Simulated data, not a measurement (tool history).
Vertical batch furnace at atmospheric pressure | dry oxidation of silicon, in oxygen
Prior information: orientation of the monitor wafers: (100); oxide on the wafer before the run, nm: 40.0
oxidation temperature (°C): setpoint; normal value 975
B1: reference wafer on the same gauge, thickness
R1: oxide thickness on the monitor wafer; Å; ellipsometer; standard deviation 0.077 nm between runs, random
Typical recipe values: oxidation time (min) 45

run 1 hour=0 | oxidation_temperature_(°C)=964 oxidation_time_(min)=45 | B1=41.68 | R1=499.2
run 2 hour=23.9 | oxidation_temperature_(°C)=964 oxidation_time_(min)=45 | B1=41.64 | R1=498.4
run 3 hour=52.8 | oxidation_temperature_(°C)=964 oxidation_time_(min)=45 | B1=41.61 | R1=498.7
run 4 hour=79.7 | oxidation_temperature_(°C)=975 oxidation_time_(min)=45 | B1=41.59 | R1=513.1
run 5 hour=110.1 | oxidation_temperature_(°C)=975 oxidation_time_(min)=45 | B1=41.55 | R1=512.3
-- hour=152.1 boat lift adjusted
run 6 hour=152.6 | oxidation_temperature_(°C)=975 oxidation_time_(min)=45 | B1=41.5 | R1=510.8
run 7 hour=160.7 | oxidation_temperature_(°C)=975 oxidation_time_(min)=45 | B1=41.49 | R1=512.7
run 8 hour=191 | oxidation_temperature_(°C)=975 oxidation_time_(min)=45 | B1=41.44 | R1=511.4
run 9 hour=205.9 | oxidation_temperature_(°C)=975 oxidation_time_(min)=45 | B1=41.43 | R1=512.6
run 10 hour=239 | oxidation_temperature_(°C)=951 oxidation_time_(min)=45 | B1=41.36 | R1=476.7
-- hour=267.5 gauge calibrated
run 11 hour=269.2 | oxidation_temperature_(°C)=997 oxidation_time_(min)=36.5 | B1=41.76 | R1=522.6
run 12 hour=282.6 | oxidation_temperature_(°C)=975 oxidation_time_(min)=66 | B1=41.75 | R1=584.8
-- hour=320.3 thermocouples replaced and temperature profile calibrated
run 13 hour=320.8 | oxidation_temperature_(°C)=975 oxidation_time_(min)=45 | B1=41.69 | R1=513.5
run 14 hour=328.6 | oxidation_temperature_(°C)=959 oxidation_time_(min)=66.5 | B1=41.69 | R1=553.5
run 15 hour=354.2 | oxidation_temperature_(°C)=997 oxidation_time_(min)=36.5 | B1=41.65 | R1=521.2
run 16 hour=377.6 | oxidation_temperature_(°C)=955 oxidation_time_(min)=54.5 | B1=41.62 | R1=511.7
run 17 hour=405.9 | oxidation_temperature_(°C)=992 oxidation_time_(min)=29 | B1=41.58 | R1=479.3
run 18 hour=437.5 | oxidation_temperature_(°C)=975 oxidation_time_(min)=54 | B1=41.54 | R1=544
run 19 hour=455.1 | oxidation_temperature_(°C)=975 oxidation_time_(min)=29.5 | B1=41.51 | R1=460.8

Alternative continuations, all from the tool just after run 19; predict every row:
run A hour=460.1 | oxidation_temperature_(°C)=975 oxidation_time_(min)=45 | B1=? | R1=?
run B hour=460.1 | oxidation_temperature_(°C)=975 oxidation_time_(min)=61.5 | B1=? | R1=?
run C hour=460.1 | oxidation_temperature_(°C)=995 oxidation_time_(min)=26 | B1=? | R1=?

run=A B1=41.5 R1=513.5
run=B B1=41.5 R1=567.7
run=C B1=41.5 R1=471.5
What these runs would have given with no unlogged condition in the tool:
run=A R1=517
run=B R1=571.6
run=C R1=474.7
